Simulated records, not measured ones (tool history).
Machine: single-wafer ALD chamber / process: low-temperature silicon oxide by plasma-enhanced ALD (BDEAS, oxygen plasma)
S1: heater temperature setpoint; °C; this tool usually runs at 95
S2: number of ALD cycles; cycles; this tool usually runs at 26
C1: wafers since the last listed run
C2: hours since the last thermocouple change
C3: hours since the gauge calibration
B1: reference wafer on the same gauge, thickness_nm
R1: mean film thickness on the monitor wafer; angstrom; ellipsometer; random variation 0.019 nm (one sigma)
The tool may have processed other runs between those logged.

run 1 hour=0.0 | S1=95 S2=26 | C1=0 C2=1465.9 C3=127.6 | B1=4.247 | R1=35.38
run 2 hour=9.7 | S1=95 S2=26 | C1=116 C2=1475.6 C3=137.3 | B1=4.248 | R1=35.64
run 3 hour=26.8 | S1=86 S2=26 | C1=205 C2=1492.7 C3=154.4 | B1=4.254 | R1=36.38
run 4 hour=43.4 | S1=95 S2=28 | C1=199 C2=1509.3 C3=171.0 | B1=4.253 | R1=37.95
run 5 hour=89.0 | S1=95 S2=26 | C1=547 C2=1554.9 C3=216.6 | B1=4.241 | R1=35.15
run 6 hour=100.3 | S1=95 S2=26 | C1=135 C2=1566.2 C3=227.9 | B1=4.249 | R1=35.66
run 7 hour=106.6 | S1=103 S2=26 | C1=75 C2=1572.5 C3=234.2 | B1=4.246 | R1=34.95
run 8 hour=114.0 | S1=103 S2=26 | C1=88 C2=1579.9 C3=241.6 | B1=4.250 | R1=34.59
run 9 hour=122.9 | S1=95 S2=26 | C1=106 C2=1588.8 C3=250.5 | B1=4.253 | R1=35.62
run 10 hour=134.9 | S1=95 S2=26 | C1=144 C2=1600.8 C3=262.5 | B1=4.258 | R1=35.56
run 11 hour=145.7 | S1=95 S2=26 | C1=129 C2=1611.6 C3=273.3 | B1=4.241 | R1=35.45
run 12 hour=163.3 | S1=90 S2=26 | C1=211 C2=1629.2 C3=290.9 | B1=4.248 | R1=36.33
run 13 hour=172.0 | S1=90 S2=26 | C1=104 C2=1637.9 C3=299.6 | B1=4.248 | R1=35.91
run 14 hour=179.7 | S1=95 S2=26 | C1=92 C2=1645.6 C3=307.3 | B1=4.251 | R1=35.58
run 15 hour=190.4 | S1=95 S2=26 | C1=128 C2=1656.3 C3=318.0 | B1=4.251 | R1=35.84
run 16 hour=206.3 | S1=95 S2=26 | C1=191 C2=1672.2 C3=333.9 | B1=4.251 | R1=35.42
run 17 hour=224.2 | S1=95 S2=26 | C1=215 C2=1690.1 C3=351.8 | B1=4.244 | R1=35.52
run 18 hour=235.6 | S1=95 S2=26 | C1=136 C2=1701.5 C3=363.2 | B1=4.247 | R1=35.53
run 19 hour=241.6 | S1=95 S2=26 | C1=72 C2=1707.5 C3=369.2 | B1=4.245 | R1=35.07
run 20 hour=253.9 | S1=95 S2=26 | C1=147 C2=1719.8 C3=381.5 | B1=4.256 | R1=35.78
run 21 hour=266.0 | S1=95 S2=24 | C1=145 C2=1731.9 C3=393.6 | B1=4.254 | R1=32.76
run 22 hour=278.6 | S1=95 S2=24 | C1=151 C2=1744.5 C3=406.2 | B1=4.238 | R1=32.75
-- hour=293.5 thermocouple changed; heater temperature recalibrated
run 23 hour=293.8 | S1=95 S2=26 | C1=86 C2=0.3 C3=421.4 | B1=4.255 | R1=35.38
run 24 hour=302.9 | S1=95 S2=26 | C1=109 C2=9.4 C3=430.5 | B1=4.246 | R1=35.52
run 25 hour=313.5 | S1=107 S2=30 | C1=127 C2=20.0 C3=441.1 | B1=4.238 | R1=39.47
run 26 hour=323.8 | S1=95 S2=25 | C1=123 C2=30.3 C3=451.4 | B1=4.253 | R1=34.06
run 27 hour=337.3 | S1=95 S2=26 | C1=162 C2=43.8 C3=464.9 | B1=4.247 | R1=35.92
run 28 hour=351.2 | S1=95 S2=23 | C1=167 C2=57.7 C3=478.8 | B1=4.250 | R1=31.50
run 29 hour=365.3 | S1=90 S2=26 | C1=169 C2=71.8 C3=492.9 | B1=4.249 | R1=36.39

Predict the results of run 30:
run 30 hour=381.8 | S1=95 S2=29 | C1=198 C2=88.3 C3=509.4 | B1=? | R1=?

{"run 30": {"B1": 4.242, "R1": 39.4}}
On a tool with no hidden condition, and with the same random variation, this run would have come out at R1 39.40 angstrom.

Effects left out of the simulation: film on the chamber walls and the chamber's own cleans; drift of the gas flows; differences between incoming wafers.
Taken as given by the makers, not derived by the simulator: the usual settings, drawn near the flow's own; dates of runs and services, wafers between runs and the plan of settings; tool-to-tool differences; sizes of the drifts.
